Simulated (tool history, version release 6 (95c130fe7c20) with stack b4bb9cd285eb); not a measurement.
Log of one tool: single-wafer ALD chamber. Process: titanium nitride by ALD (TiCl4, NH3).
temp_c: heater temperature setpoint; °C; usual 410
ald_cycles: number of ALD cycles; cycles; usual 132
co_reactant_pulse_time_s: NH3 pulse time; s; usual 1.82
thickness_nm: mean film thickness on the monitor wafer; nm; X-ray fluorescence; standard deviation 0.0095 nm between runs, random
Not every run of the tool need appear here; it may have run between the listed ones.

| run | hour | temp_c | ald_cycles | co_reactant_pulse_time_s | read-back reference wafer on the same gauge, thickness_nm | thickness_nm |
|---|---|---|---|---|---|---|
| 1 | 0.0 | 410 | 132 | 1.82 | 2.860 | 3.083 |
| 2 | 16.9 | 410 | 132 | 1.82 | 2.861 | 3.086 |
| 3 | 32.4 | 410 | 132 | 1.82 | 2.860 | 3.092 |
| 4 | 57.1 | 410 | 132 | 1.82 | 2.859 | 3.082 |
| 5 | 90.1 | 410 | 141 | 1.82 | 2.861 | 3.310 |
| 6 | 111.8 | 410 | 141 | 1.82 | 2.859 | 3.291 |
| 7 | 133.5 | 410 | 132 | 1.82 | 2.861 | 3.092 |
| 8 | 161.3 | 410 | 132 | 1.82 | 2.861 | 3.095 |
|  | 190.2 | thermocouple changed; heater temperature recalibrated |
| 9 | 190.7 | 410 | 132 | 1.82 | 2.860 | 3.086 |
| 10 | 265.9 | 410 | 132 | 1.82 | 2.860 | 3.086 |
|  | 289.5 | gauge calibrated |
| 11 | 292.0 | 410 | 132 | 1.82 | 2.860 | 3.085 |
|  | 318.5 | showerhead replaced |
| 12 | 319.0 | 398 | 132 | 1.82 | 2.860 | 3.063 |
| 13 | 327.3 | 410 | 132 | 1.82 | 2.863 | 3.087 |
| 14 | 358.9 | 410 | 132 | 1.82 | 2.859 | 3.078 |
| 15 | 374.2 | 410 | 132 | 1.82 | 2.861 | 3.111 |
| 16 | 389.8 | 399 | 132 | 2.31 | 2.860 | 3.107 |
| 17 | 410.5 | 410 | 132 | 1.82 | 2.858 | 3.092 |
| 18 | 423.2 | 420 | 116 | 2.20 | 2.862 | 2.735 |
| 19 | 441.0 | 410 | 132 | 1.18 | 2.862 | 3.025 |
| 20 | 454.1 | 399 | 145 | 1.46 | 2.861 | 3.329 |
| 21 | 486.5 | 410 | 132 | 1.82 | 2.860 | 3.081 |
| 22 | 500.7 | 421 | 154 | 2.18 | 2.859 | 3.630 |
| 23 | 517.8 | 400 | 132 | 1.32 | 2.857 | 3.023 |
| 24 | 539.4 | 410 | 156 | 1.36 | 2.859 | 3.604 |
| 25 | 554.8 | 396 | 122 | 1.82 | 2.860 | 2.837 |
| 26 | 567.3 | 410 | 132 | 1.82 | 2.860 | 3.097 |
| 27 | 590.5 | 410 | 132 | 1.82 | 2.859 | 3.094 |
| 28 | 603.7 | 401 | 132 | 1.27 | 2.860 | 3.019 |
| 29 | 624.2 | 421 | 115 | 2.30 | 2.860 | 2.740 |
| 30 | 654.0 | 410 | 132 | 1.82 | 2.860 | 3.103 |
| 31 | 690.0 | 419 | 149 | 1.82 | 2.860 | 3.495 |
| 32 | 719.1 | 423 | 113 | 1.62 | 2.861 | 2.644 |
| 33 | 736.0 | 410 | 132 | 1.82 | 2.861 | 3.099 |
| 34 | 750.1 | 410 | 155 | 1.82 | 2.861 | 3.626 |
| 35 | 810.9 | 410 | 106 | 2.14 | 2.860 | 2.501 |
| 36 | 829.4 | 396 | 157 | 1.35 | 2.857 | 3.589 |
| 37 | 858.8 | 423 | 154 | 2.53 | 2.859 | 3.674 |
| 38 | 885.9 | 395 | 152 | 2.35 | 2.862 | 3.563 |
| 39 | 911.3 | 401 | 132 | 1.82 | 2.860 | 3.065 |
| 40 | 943.8 | 410 | 132 | 1.82 | 2.861 | 3.085 |
| 41 | 972.0 | 410 | 120 | 1.82 | 2.859 | 2.799 |

3 options for the next run, each taken on its own from the tool as it stands now. Forecast them:
| A | 972.7 | 410 | 132 | 1.82 | ? | ? |
| B | 972.7 | 419 | 132 | 2.41 | ? | ? |
| C | 972.7 | 399 | 143 | 1.16 | ? | ? |

| run | read-back reference wafer on the same gauge, thickness_nm | thickness_nm |
|---|---|---|
| A | 2.860 | 3.099 |
| B | 2.860 | 3.139 |
| C | 2.860 | 3.251 |
What these runs would have given with no unlogged condition in the tool:
| run | thickness_nm |
|---|---|
| A | 3.099 |
| B | 3.139 |
| C | 3.251 |
